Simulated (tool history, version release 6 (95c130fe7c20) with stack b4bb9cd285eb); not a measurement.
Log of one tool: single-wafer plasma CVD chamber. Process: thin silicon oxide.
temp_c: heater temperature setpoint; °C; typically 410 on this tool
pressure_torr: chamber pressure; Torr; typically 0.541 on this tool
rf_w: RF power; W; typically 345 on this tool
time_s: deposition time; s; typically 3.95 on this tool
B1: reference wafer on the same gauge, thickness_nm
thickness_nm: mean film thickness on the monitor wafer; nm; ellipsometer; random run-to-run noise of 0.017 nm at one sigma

{"run": 1, "hour": 0.0, "temp_c": 403, "pressure_torr": 0.541, "rf_w": 345, "time_s": 3.95, "B1": 4.458, "thickness_nm": 4.949}
{"run": 2, "hour": 27.4, "temp_c": 403, "pressure_torr": 0.541, "rf_w": 345, "time_s": 3.95, "B1": 4.459, "thickness_nm": 4.956}
{"run": 3, "hour": 47.6, "temp_c": 402, "pressure_torr": 0.541, "rf_w": 345, "time_s": 3.95, "B1": 4.461, "thickness_nm": 4.995}
{"run": 4, "hour": 65.4, "temp_c": 402, "pressure_torr": 0.541, "rf_w": 345, "time_s": 3.95, "B1": 4.467, "thickness_nm": 4.926}
{"run": 5, "hour": 91.6, "temp_c": 410, "pressure_torr": 0.541, "rf_w": 345, "time_s": 3.95, "B1": 4.461, "thickness_nm": 4.941}
{"run": 6, "hour": 136.0, "temp_c": 410, "pressure_torr": 0.541, "rf_w": 345, "time_s": 3.95, "B1": 4.463, "thickness_nm": 4.933}
{"run": 7, "hour": 168.7, "temp_c": 410, "pressure_torr": 0.541, "rf_w": 305, "time_s": 3.95, "B1": 4.463, "thickness_nm": 4.658}
{"run": 8, "hour": 186.9, "temp_c": 410, "pressure_torr": 0.541, "rf_w": 305, "time_s": 3.95, "B1": 4.462, "thickness_nm": 4.669}
{"run": 9, "hour": 213.6, "temp_c": 410, "pressure_torr": 0.541, "rf_w": 305, "time_s": 3.95, "B1": 4.462, "thickness_nm": 4.659}
{"hour": 227.0, "done": "capacitance manometer re-zeroed and calibrated"}
{"run": 10, "hour": 236.1, "temp_c": 410, "pressure_torr": 0.541, "rf_w": 345, "time_s": 3.95, "B1": 4.465, "thickness_nm": 4.937}
{"hour": 257.4, "done": "RF generator calibrated"}
{"run": 11, "hour": 270.0, "temp_c": 410, "pressure_torr": 0.541, "rf_w": 345, "time_s": 3.95, "B1": 4.458, "thickness_nm": 4.918}
{"run": 12, "hour": 295.2, "temp_c": 410, "pressure_torr": 0.62, "rf_w": 395, "time_s": 4.54, "B1": 4.466, "thickness_nm": 6.84}
{"hour": 298.2, "done": "gauge calibrated"}
{"run": 13, "hour": 330.1, "temp_c": 410, "pressure_torr": 0.637, "rf_w": 345, "time_s": 3.95, "B1": 4.456, "thickness_nm": 5.786}
{"hour": 356.7, "done": "thermocouple changed; heater temperature recalibrated"}
{"run": 14, "hour": 357.2, "temp_c": 403, "pressure_torr": 0.577, "rf_w": 345, "time_s": 3.95, "B1": 4.46, "thickness_nm": 5.316}
{"run": 15, "hour": 387.1, "temp_c": 406, "pressure_torr": 0.541, "rf_w": 345, "time_s": 3.28, "B1": 4.462, "thickness_nm": 4.118}
{"hour": 412.3, "done": "showerhead replaced"}
{"run": 16, "hour": 412.8, "temp_c": 410, "pressure_torr": 0.541, "rf_w": 345, "time_s": 3.95, "B1": 4.461, "thickness_nm": 4.938}
{"run": 17, "hour": 427.5, "temp_c": 405, "pressure_torr": 0.459, "rf_w": 345, "time_s": 3.95, "B1": 4.458, "thickness_nm": 4.21}
{"run": 18, "hour": 448.8, "temp_c": 399, "pressure_torr": 0.541, "rf_w": 345, "time_s": 3.19, "B1": 4.459, "thickness_nm": 3.996}
{"run": 19, "hour": 472.6, "temp_c": 410, "pressure_torr": 0.541, "rf_w": 345, "time_s": 3.95, "B1": 4.461, "thickness_nm": 4.905}
{"run": 20, "hour": 537.6, "temp_c": 410, "pressure_torr": 0.541, "rf_w": 345, "time_s": 3.95, "B1": 4.46, "thickness_nm": 4.955}
{"run": 21, "hour": 552.9, "temp_c": 423, "pressure_torr": 0.64, "rf_w": 410, "time_s": 4.39, "B1": 4.457, "thickness_nm": 6.934}
{"run": 22, "hour": 572.4, "temp_c": 405, "pressure_torr": 0.541, "rf_w": 345, "time_s": 3.95, "B1": 4.46, "thickness_nm": 4.942}

Predict each of these 5 candidate next runs independently; none follows another, all start after run 22:
{"run": "A", "hour": 572.8, "temp_c": 410, "pressure_torr": 0.541, "rf_w": 345, "time_s": 3.95, "B1": "?", "thickness_nm": "?"}
{"run": "B", "hour": 572.8, "temp_c": 410, "pressure_torr": 0.616, "rf_w": 345, "time_s": 3.95, "B1": "?", "thickness_nm": "?"}
{"run": "C", "hour": 572.8, "temp_c": 410, "pressure_torr": 0.663, "rf_w": 345, "time_s": 3.95, "B1": "?", "thickness_nm": "?"}
{"run": "D", "hour": 572.8, "temp_c": 425, "pressure_torr": 0.541, "rf_w": 345, "time_s": 3.95, "B1": "?", "thickness_nm": "?"}
{"run": "E", "hour": 572.8, "temp_c": 416, "pressure_torr": 0.636, "rf_w": 315, "time_s": 3.73, "B1": "?", "thickness_nm": "?"}

run=A B1=4.457 thickness_nm=4.951
run=B B1=4.457 thickness_nm=5.630
run=C B1=4.457 thickness_nm=6.051
run=D B1=4.457 thickness_nm=4.908
run=E B1=4.457 thickness_nm=5.252
The same runs, with their run-to-run variation unchanged, on a tool lacking any hidden condition would have given:
run=A thickness_nm=4.951
run=B thickness_nm=5.630
run=C thickness_nm=6.051
run=D thickness_nm=4.908
run=E thickness_nm=5.252
